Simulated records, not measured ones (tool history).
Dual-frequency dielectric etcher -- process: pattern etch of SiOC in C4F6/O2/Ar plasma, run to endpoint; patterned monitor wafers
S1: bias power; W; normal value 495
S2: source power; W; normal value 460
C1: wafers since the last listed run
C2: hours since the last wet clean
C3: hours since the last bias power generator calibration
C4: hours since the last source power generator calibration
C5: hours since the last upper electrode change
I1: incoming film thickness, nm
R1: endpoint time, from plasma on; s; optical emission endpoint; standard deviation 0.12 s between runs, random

| run | hour | S1 | S2 | C1 | C2 | C3 | C4 | C5 | I1 | R1 |
|---|---|---|---|---|---|---|---|---|---|---|
| 1 | 0.0 | 460 | 380 | 0 | 309.7 | 1464.2 | 2213.6 | 1498.1 | 39.09 | 15.7 |
| 2 | 24.9 | 495 | 460 | 618 | 334.6 | 1489.1 | 2238.5 | 1523.0 | 39.45 | 14.1 |
| 3 | 48.1 | 419 | 510 | 575 | 357.8 | 1512.3 | 2261.7 | 1546.2 | 39.50 | 14.5 |
| 4 | 77.6 | 419 | 510 | 732 | 387.3 | 1541.8 | 2291.2 | 1575.7 | 39.38 | 14.9 |
| 5 | 112.6 | 419 | 510 | 868 | 422.3 | 1576.8 | 2326.2 | 1610.7 | 39.60 | 14.6 |
| 6 | 144.4 | 575 | 460 | 789 | 454.1 | 1608.6 | 2358.0 | 1642.5 | 39.53 | 13.5 |
|  | 159.0 | bias power generator calibrated |
|  | 178.5 | wet clean of the chamber |
| 7 | 232.6 | 575 | 460 | 1603 | 54.1 | 73.6 | 2446.2 | 1730.7 | 39.26 | 13.2 |
| 8 | 265.0 | 575 | 460 | 804 | 86.5 | 106.0 | 2478.6 | 1763.1 | 39.56 | 12.9 |
| 9 | 294.3 | 495 | 460 | 727 | 115.8 | 135.3 | 2507.9 | 1792.4 | 39.68 | 13.8 |
|  | 311.8 | source power generator calibrated |
|  | 342.8 | upper electrode replaced |
| 10 | 343.3 | 495 | 460 | 521 | 164.8 | 184.3 | 31.5 | 0.5 | 39.56 | 14.0 |
| 11 | 343.6 | 575 | 460 | 7 | 165.1 | 184.6 | 31.8 | 0.8 | 39.13 | 13.1 |
| 12 | 367.3 | 495 | 550 | 588 | 188.8 | 208.3 | 55.5 | 24.5 | 39.53 | 13.1 |
| 13 | 388.6 | 495 | 460 | 528 | 210.1 | 229.6 | 76.8 | 45.8 | 39.32 | 13.7 |
| 14 | 403.2 | 379 | 570 | 362 | 224.7 | 244.2 | 91.4 | 60.4 | 39.24 | 14.3 |
| 15 | 416.0 | 495 | 510 | 317 | 237.5 | 257.0 | 104.2 | 73.2 | 38.91 | 13.4 |
| 16 | 450.5 | 562 | 380 | 856 | 272.0 | 291.5 | 138.7 | 107.7 | 39.50 | 14.2 |
| 17 | 465.3 | 565 | 370 | 367 | 286.8 | 306.3 | 153.5 | 122.5 | 39.46 | 14.9 |
| 18 | 478.8 | 495 | 570 | 335 | 300.3 | 319.8 | 167.0 | 136.0 | 39.12 | 13.0 |
| 19 | 508.4 | 379 | 570 | 734 | 329.9 | 349.4 | 196.6 | 165.6 | 39.05 | 14.3 |
| 20 | 528.8 | 372 | 430 | 506 | 350.3 | 369.8 | 217.0 | 186.0 | 39.17 | 16.2 |

Alternative continuations, all from the tool just after run 20; predict every row:
| A | 529.2 | 495 | 460 | 9 | 350.7 | 370.2 | 217.4 | 186.4 | 38.91 | ? |
| B | 529.2 | 440 | 460 | 9 | 350.7 | 370.2 | 217.4 | 186.4 | 38.91 | ? |
| C | 529.2 | 459 | 550 | 9 | 350.7 | 370.2 | 217.4 | 186.4 | 38.91 | ? |
| D | 529.2 | 602 | 460 | 9 | 350.7 | 370.2 | 217.4 | 186.4 | 38.91 | ? |

| run | R1 |
|---|---|
| A | 13.9 |
| B | 14.6 |
| C | 13.4 |
| D | 12.9 |
With the hidden condition removed and each run's random variation left untouched, the same runs would have given:
| run | R1 |
|---|---|
| A | 13.4 |
| B | 14.0 |
| C | 12.8 |
| D | 12.4 |

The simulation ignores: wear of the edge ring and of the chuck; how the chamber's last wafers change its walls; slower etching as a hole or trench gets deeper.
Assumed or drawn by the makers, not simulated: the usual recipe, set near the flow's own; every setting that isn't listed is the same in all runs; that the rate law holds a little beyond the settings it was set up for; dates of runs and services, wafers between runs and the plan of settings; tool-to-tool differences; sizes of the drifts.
